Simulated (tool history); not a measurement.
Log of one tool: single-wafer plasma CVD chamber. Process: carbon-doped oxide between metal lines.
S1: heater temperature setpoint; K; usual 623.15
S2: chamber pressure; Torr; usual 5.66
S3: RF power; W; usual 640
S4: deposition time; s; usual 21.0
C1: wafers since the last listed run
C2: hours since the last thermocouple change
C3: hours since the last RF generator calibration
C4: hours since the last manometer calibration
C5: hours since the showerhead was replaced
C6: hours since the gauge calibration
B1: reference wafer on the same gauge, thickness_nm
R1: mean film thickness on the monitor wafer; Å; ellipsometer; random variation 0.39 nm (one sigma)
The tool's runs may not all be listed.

Run 1, hour 0.0: usual settings but S2 4.93 Torr; C1 0; C2 940.0; C3 1495.3; C4 1305.9; C5 6933.4; C6 1348.9; B1 101.994. Result: R1 1221.10 Å.
At hour 20.9: capacitance manometer re-zeroed and calibrated.
Run 2, hour 58.1: usual settings; C1 1174; C2 998.1; C3 1553.4; C4 37.2; C5 6991.5; C6 1407.0; B1 102.003. Result: R1 1233.47 Å.
Run 3, hour 94.2: usual settings; C1 846; C2 1034.2; C3 1589.5; C4 73.3; C5 7027.6; C6 1443.1; B1 101.962. Result: R1 1235.81 Å.
Run 4, hour 150.8: usual settings; C1 1326; C2 1090.8; C3 1646.1; C4 129.9; C5 7084.2; C6 1499.7; B1 101.848. Result: R1 1237.81 Å.
Run 5, hour 176.9: usual settings but S2 4.85 Torr, S4 18.8 s; C1 611; C2 1116.9; C3 1672.2; C4 156.0; C5 7110.3; C6 1525.8; B1 102.019. Result: R1 1097.36 Å.
Run 6, hour 275.2: usual settings but S4 23.3 s; C1 2303; C2 1215.2; C3 1770.5; C4 254.3; C5 7208.6; C6 1624.1; B1 101.977. Result: R1 1367.41 Å.
Run 7, hour 323.9: usual settings but S1 610.15 K, S2 5.29 Torr, S3 710 W; C1 1141; C2 1263.9; C3 1819.2; C4 303.0; C5 7257.3; C6 1672.8; B1 102.085. Result: R1 1366.29 Å.
Run 8, hour 358.1: usual settings but S1 617.15 K, S2 4.53 Torr, S3 600 W, S4 24.9 s; C1 801; C2 1298.1; C3 1853.4; C4 337.2; C5 7291.5; C6 1707.0; B1 101.997. Result: R1 1407.11 Å.
Run 9, hour 406.2: usual settings but S1 629.15 K, S2 6.03 Torr, S3 540 W, S4 19.4 s; C1 1127; C2 1346.2; C3 1901.5; C4 385.3; C5 7339.6; C6 1755.1; B1 102.059. Result: R1 1013.81 Å.
At hour 462.0: thermocouple changed; heater temperature recalibrated.
Run 10, hour 468.3: usual settings but S1 615.15 K, S3 705 W; C1 1267; C2 6.3; C3 1963.6; C4 447.4; C5 7401.7; C6 1817.2; B1 101.979. Result: R1 1314.21 Å.
Run 11, hour 518.2: usual settings; C1 1169; C2 56.2; C3 2013.5; C4 497.3; C5 7451.6; C6 1867.1; B1 102.057. Result: R1 1217.67 Å.
Run 12, hour 549.4: usual settings; C1 731; C2 87.4; C3 2044.7; C4 528.5; C5 7482.8; C6 1898.3; B1 101.971. Result: R1 1206.85 Å.
Run 13, hour 582.2: usual settings; C1 768; C2 120.2; C3 2077.5; C4 561.3; C5 7515.6; C6 1931.1; B1 101.880. Result: R1 1210.32 Å.
At hour 594.2: RF generator calibrated.
Run 14, hour 625.8: usual settings but S2 6.76 Torr, S4 23.0 s; C1 834; C2 163.8; C3 31.6; C4 604.9; C5 7559.2; C6 1974.7; B1 102.045. Result: R1 1376.59 Å.
Run 15, hour 656.0: usual settings but S1 634.15 K, S3 685 W, S4 23.2 s; C1 707; C2 194.0; C3 61.8; C4 635.1; C5 7589.4; C6 2004.9; B1 102.034. Result: R1 1390.59 Å.
Run 16, hour 709.5: usual settings but S1 617.15 K, S2 4.53 Torr, S3 600 W, S4 24.9 s; C1 1253; C2 247.5; C3 115.3; C4 688.6; C5 7642.9; C6 2058.4; B1 101.932. Result: R1 1408.72 Å.
At hour 741.5: gauge calibrated.
Run 17, hour 758.6: usual settings; C1 1150; C2 296.6; C3 164.4; C4 737.7; C5 7692.0; C6 17.1; B1 101.981. Result: R1 1237.44 Å.
Run 18, hour 785.9: usual settings but S2 6.23 Torr, S4 18.0 s; C1 639; C2 323.9; C3 191.7; C4 765.0; C5 7719.3; C6 44.4; B1 102.032. Result: R1 1071.86 Å.
At hour 814.3: showerhead replaced.
Run 19, hour 818.6: usual settings; C1 578; C2 356.6; C3 224.4; C4 797.7; C5 4.3; C6 77.1; B1 102.050. Result: R1 1246.31 Å.
Run 20, hour 868.3: usual settings but S1 617.15 K, S2 4.51 Torr, S3 585 W, S4 24.0 s; C1 1164; C2 406.3; C3 274.1; C4 847.4; C5 54.0; C6 126.8; B1 101.848. Result: R1 1331.12 Å.
Run 21, hour 899.4: usual settings; C1 728; C2 437.4; C3 305.2; C4 878.5; C5 85.1; C6 157.9; B1 101.924. Result: R1 1232.68 Å.
Run 22, hour 956.4: usual settings; C1 1335; C2 494.4; C3 362.2; C4 935.5; C5 142.1; C6 214.9; B1 102.054. Result: R1 1242.08 Å.
Run 23, hour 1018.2: usual settings but S1 613.15 K, S4 16.9 s; C1 1448; C2 556.2; C3 424.0; C4 997.3; C5 203.9; C6 276.7; B1 101.969. Result: R1 1026.75 Å.
Run 24, hour 1087.5: usual settings; C1 1624; C2 625.5; C3 493.3; C4 1066.6; C5 273.2; C6 346.0; B1 102.004. Result: R1 1230.89 Å.
At hour 1128.4: capacitance manometer re-zeroed and calibrated.
Run 25, hour 1154.5: usual settings but S2 4.43 Torr, S4 19.2 s; C1 1382; C2 692.5; C3 560.3; C4 26.1; C5 340.2; C6 413.0; B1 101.953. Result: R1 1123.04 Å.
Run 26, hour 1182.0: usual settings but S1 615.15 K; C1 644; C2 720.0; C3 587.8; C4 53.6; C5 367.7; C6 440.5; B1 101.926. Result: R1 1265.76 Å.
Run 27, hour 1247.8: usual settings; C1 1542; C2 785.8; C3 653.6; C4 119.4; C5 433.5; C6 506.3; B1 101.968. Result: R1 1237.42 Å.
Run 28, hour 1284.3: usual settings but S1 616.15 K, S3 545 W, S4 19.3 s; C1 855; C2 822.3; C3 690.1; C4 155.9; C5 470.0; C6 542.8; B1 101.970. Result: R1 1044.26 Å.

The tool's hidden state at each run:
true pressure above the setpoint (%): 0 in every run
gauge reads high (%): 0 in every run
H1: wafer temperature above the value expected at the setpoint (K)
H2: delivered RF power above the setpoint (%)
run       H1      H2
  1    -4.99   -3.85
  2    -5.23   -3.89
  3    -5.38   -3.91
  4    -5.61   -3.94
  5    -5.72   -3.96
  6    -6.13   -4.01
  7    -6.33   -4.03
  8    -6.47   -4.04
  9    -6.67   -4.06
 10     0.31   -4.09
 11    0.103   -4.11
 12  -0.0265   -4.12
 13   -0.163   -4.13
 14   -0.344  -0.692
 15   -0.469  -0.846
 16   -0.692    -1.1
 17   -0.896   -1.32
 18    -1.01   -1.44
 19    -1.14   -1.57
 20    -1.35   -1.76
 21    -1.48   -1.87
 22    -1.72   -2.07
 23    -1.97   -2.27
 24    -2.26   -2.47
 25    -2.54   -2.64
 26    -2.65   -2.71
 27    -2.93   -2.86
 28    -3.08   -2.94

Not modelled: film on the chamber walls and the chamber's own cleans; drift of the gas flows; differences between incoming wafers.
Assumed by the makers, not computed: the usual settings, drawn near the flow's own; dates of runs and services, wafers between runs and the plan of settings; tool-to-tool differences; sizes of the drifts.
